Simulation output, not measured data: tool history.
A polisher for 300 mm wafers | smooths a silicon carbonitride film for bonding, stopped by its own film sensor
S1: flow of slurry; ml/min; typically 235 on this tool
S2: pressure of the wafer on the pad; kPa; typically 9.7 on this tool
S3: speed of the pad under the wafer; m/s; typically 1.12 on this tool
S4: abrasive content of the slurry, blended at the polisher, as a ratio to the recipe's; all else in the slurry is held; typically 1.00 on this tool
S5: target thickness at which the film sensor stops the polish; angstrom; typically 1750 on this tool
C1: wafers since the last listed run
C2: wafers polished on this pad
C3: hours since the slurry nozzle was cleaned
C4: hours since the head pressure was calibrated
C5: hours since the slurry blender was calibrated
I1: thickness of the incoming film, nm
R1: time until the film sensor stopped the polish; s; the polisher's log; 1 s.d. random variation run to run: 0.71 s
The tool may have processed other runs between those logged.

Run 1, hour 0.0: usual settings but S3 1.34 m/s; C1 0; C2 1009; C3 308.8; C4 407.8; C5 333.2; I1 193.0. Result: R1 92.9 s.
At hour 9.1: head pressure recalibrated.
Run 2, hour 24.8: usual settings but S3 1.34 m/s; C1 152; C2 1162; C3 333.6; C4 15.7; C5 358.0; I1 186.1. Result: R1 58.1 s.
At hour 63.6: slurry blender recalibrated.
Run 3, hour 65.9: usual settings but S3 1.34 m/s; C1 262; C2 1424; C3 374.7; C4 56.8; C5 2.3; I1 192.8. Result: R1 93.4 s.
At hour 106.5: worn pad replaced by a new one.
Run 4, hour 129.1: usual settings but S3 0.84 m/s, S5 1780 angstrom; C1 397; C2 151; C3 437.9; C4 120.0; C5 65.5; I1 190.2. Result: R1 83.3 s.
Run 5, hour 197.3: usual settings but S3 1.38 m/s; C1 457; C2 609; C3 506.1; C4 188.2; C5 133.7; I1 186.9. Result: R1 61.2 s.
Run 6, hour 227.1: usual settings but S3 1.38 m/s; C1 199; C2 809; C3 535.9; C4 218.0; C5 163.5; I1 187.2. Result: R1 63.5 s.
Run 7, hour 265.8: usual settings but S3 1.38 m/s; C1 259; C2 1068; C3 574.6; C4 256.7; C5 202.2; I1 192.8. Result: R1 92.0 s.
Run 8, hour 313.7: usual settings but S2 11.7 kPa; C1 321; C2 1389; C3 622.5; C4 304.6; C5 250.1; I1 191.7. Result: R1 83.2 s.
Run 9, hour 342.1: usual settings but S2 11.7 kPa; C1 190; C2 1580; C3 650.9; C4 333.0; C5 278.5; I1 186.4. Result: R1 56.7 s.
Run 10, hour 374.8: usual settings but S2 11.7 kPa; C1 219; C2 1799; C3 683.6; C4 365.7; C5 311.2; I1 188.2. Result: R1 66.2 s.
At hour 418.1: worn pad replaced by a new one.
Run 11, hour 434.7: usual settings but S5 1770 angstrom; C1 375; C2 111; C3 743.5; C4 425.6; C5 371.1; I1 190.6. Result: R1 81.7 s.
At hour 444.3: slurry blender recalibrated.
At hour 458.2: slurry nozzle cleaned.
Run 12, hour 486.0: usual settings but S5 1770 angstrom; C1 324; C2 435; C3 27.8; C4 476.9; C5 41.7; I1 187.0. Result: R1 62.5 s.
Run 13, hour 513.4: usual settings; C1 183; C2 619; C3 55.2; C4 504.3; C5 69.1; I1 191.1. Result: R1 102.1 s.
At hour 532.2: head pressure recalibrated.
Run 14, hour 540.3: usual settings but S5 1770 angstrom; C1 167; C2 786; C3 82.1; C4 8.1; C5 96.0; I1 188.6. Result: R1 72.8 s.
Run 15, hour 606.1: usual settings but S3 1.26 m/s, S4 0.80; C1 441; C2 1227; C3 147.9; C4 73.9; C5 161.8; I1 189.4. Result: R1 94.1 s.
Run 16, hour 649.4: usual settings but S3 1.34 m/s; C1 290; C2 1518; C3 191.2; C4 117.2; C5 205.1; I1 193.2. Result: R1 104.8 s.
At hour 701.8: worn pad replaced by a new one.
Run 17, hour 703.2: usual settings but S3 1.34 m/s; C1 334; C2 9; C3 245.0; C4 171.0; C5 258.9; I1 189.6. Result: R1 85.4 s.
Run 18, hour 738.4: usual settings but S1 210 ml/min, S3 0.82 m/s, S4 1.10, S5 1800 angstrom; C1 236; C2 245; C3 280.2; C4 206.2; C5 294.1; I1 189.6. Result: R1 73.0 s.
At hour 784.5: slurry nozzle cleaned, repeated, since the last time left the tool worse.
Run 19, hour 801.3: usual settings but S1 195 ml/min, S2 6.9 kPa, S4 0.75, S5 1780 angstrom; C1 415; C2 660; C3 16.8; C4 269.1; C5 357.0; I1 188.4. Result: R1 92.5 s.
At hour 844.5: slurry blender recalibrated.
Run 20, hour 866.3: usual settings but S2 11.7 kPa, S3 0.98 m/s, S5 1790 angstrom; C1 422; C2 1083; C3 81.8; C4 334.1; C5 21.8; I1 190.4. Result: R1 58.8 s.
Run 21, hour 904.6: usual settings but S1 295 ml/min, S2 6.9 kPa, S5 1720 angstrom; C1 256; C2 1340; C3 120.1; C4 372.4; C5 60.1; I1 190.2. Result: R1 136.7 s.
Run 22, hour 968.7: usual settings but S2 6.9 kPa, S4 1.10; C1 430; C2 1770; C3 184.2; C4 436.5; C5 124.2; I1 191.7. Result: R1 124.8 s.
At hour 984.4: worn pad replaced by a new one.
Run 23, hour 1023.4: usual settings but S4 0.70, S5 1780 angstrom; C1 340; C2 261; C3 238.9; C4 491.2; C5 178.9; I1 190.2. Result: R1 82.0 s.
At hour 1035.4: head pressure recalibrated.
Run 24, hour 1091.2: usual settings but S4 0.90; C1 441; C2 702; C3 306.7; C4 55.8; C5 246.7; I1 190.0. Result: R1 90.9 s.
At hour 1190.1: slurry blender recalibrated.
At hour 1239.6: worn pad replaced by a new one.
Run 25, hour 1304.4: usual settings but S1 280 ml/min, S2 7.6 kPa, S5 1790 angstrom; C1 1389; C2 434; C3 519.9; C4 269.0; C5 114.3; I1 190.6. Result: R1 82.7 s.
Run 26, hour 1353.2: usual settings but S2 13.1 kPa, S4 0.70, S5 1770 angstrom; C1 327; C2 761; C3 568.7; C4 317.8; C5 163.1; I1 191.0. Result: R1 72.5 s.
Run 27, hour 1405.2: usual settings but S2 13.1 kPa, S4 0.70, S5 1770 angstrom; C1 348; C2 1110; C3 620.7; C4 369.8; C5 215.1; I1 191.2. Result: R1 73.4 s.

Consider 4 possible next runs. They are alternatives, not a sequence: every one starts from the tool as it was left by run 27. What does each give?
Run A, hour 1405.6: usual settings but S1 270 ml/min; C1 2; C2 1113; C3 621.1; C4 370.2; C5 215.5; I1 188.9. Result: R1 ?.
Run B, hour 1405.6: usual settings but S1 160 ml/min, S3 0.80 m/s; C1 2; C2 1113; C3 621.1; C4 370.2; C5 215.5; I1 188.9. Result: R1 ?.
Run C, hour 1405.6: usual settings but S1 310 ml/min, S4 0.85; C1 2; C2 1113; C3 621.1; C4 370.2; C5 215.5; I1 188.9. Result: R1 ?.
Run D, hour 1405.6: usual settings but S1 265 ml/min; C1 2; C2 1113; C3 621.1; C4 370.2; C5 215.5; I1 188.9. Result: R1 ?.

run     R1
  A   78.7
  B  104.0
  C   82.7
  D   78.9
The same runs, with their run-to-run variation unchanged, on a tool lacking any hidden condition would have given:
run    R1
  A  76.3
  B  98.6
  C  80.5
  D  76.5
